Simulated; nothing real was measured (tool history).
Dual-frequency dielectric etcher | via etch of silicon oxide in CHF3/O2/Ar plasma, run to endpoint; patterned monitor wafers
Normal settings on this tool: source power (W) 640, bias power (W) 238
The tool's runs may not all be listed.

| run | hour | source power (W) | bias power (W) | incoming incoming film thickness, nm | endpoint time (s) |
|---|---|---|---|---|---|
| 1 | 0.0 | 720 | 275 | 642.3 | 276.2 |
| 2 | 41.1 | 720 | 275 | 632.4 | 277.0 |
| 3 | 118.2 | 720 | 275 | 638.4 | 272.2 |
|  | 192.4 | wet clean of the chamber |
| 4 | 193.5 | 640 | 238 | 637.3 | 311.2 |
| 5 | 238.6 | 640 | 283 | 640.4 | 293.0 |
| 6 | 319.9 | 640 | 283 | 634.3 | 289.0 |
| 7 | 401.3 | 640 | 238 | 634.5 | 303.6 |
| 8 | 495.9 | 720 | 238 | 633.0 | 294.0 |
| 9 | 572.7 | 720 | 238 | 640.7 | 295.6 |
|  | 602.1 | bias power generator calibrated |
| 10 | 677.2 | 640 | 238 | 629.3 | 297.3 |
|  | 727.0 | upper electrode replaced |
|  | 749.7 | wet clean of the chamber |
| 11 | 750.2 | 640 | 238 | 644.4 | 317.4 |
| 12 | 806.5 | 640 | 238 | 637.7 | 313.4 |
| 13 | 895.9 | 640 | 238 | 643.2 | 312.7 |
| 14 | 1003.1 | 520 | 275 | 641.1 | 315.7 |
| 15 | 1075.9 | 490 | 238 | 640.0 | 337.5 |
| 16 | 1124.5 | 700 | 198 | 641.6 | 320.4 |
|  | 1231.9 | wet clean of the chamber |
| 17 | 1232.4 | 780 | 254 | 639.5 | 285.9 |
| 18 | 1272.6 | 640 | 258 | 640.9 | 301.4 |
|  | 1300.3 | source power generator calibrated |
| 19 | 1339.9 | 640 | 257 | 633.0 | 295.7 |
| 20 | 1445.6 | 520 | 267 | 636.9 | 314.0 |
| 21 | 1487.2 | 640 | 238 | 643.4 | 306.9 |
| 22 | 1593.3 | 730 | 238 | 631.0 | 286.7 |
| 23 | 1660.2 | 640 | 238 | 643.4 | 304.8 |
| 24 | 1756.2 | 690 | 238 | 635.7 | 285.3 |
|  | 1811.6 | wet clean of the chamber |
| 25 | 1823.1 | 640 | 238 | 639.1 | 311.5 |
| 26 | 1864.1 | 540 | 293 | 641.0 | 303.2 |
| 27 | 1938.6 | 780 | 280 | 632.0 | 269.6 |

Each row is a separate what-if for the run after 27, all from the same tool condition, not one after another. Results?
| A | 1939.1 | 640 | 288 | 631.9 | ? |
| B | 1939.1 | 790 | 280 | 631.9 | ? |
| C | 1939.1 | 580 | 191 | 631.9 | ? |

| run | endpoint time (s) |
|---|---|
| A | 280.2 |
| B | 263.2 |
| C | 341.9 |
With the hidden condition removed and each run's random variation left untouched, the same runs would have given:
| run | endpoint time (s) |
|---|---|
| A | 285.3 |
| B | 267.9 |
| C | 348.0 |
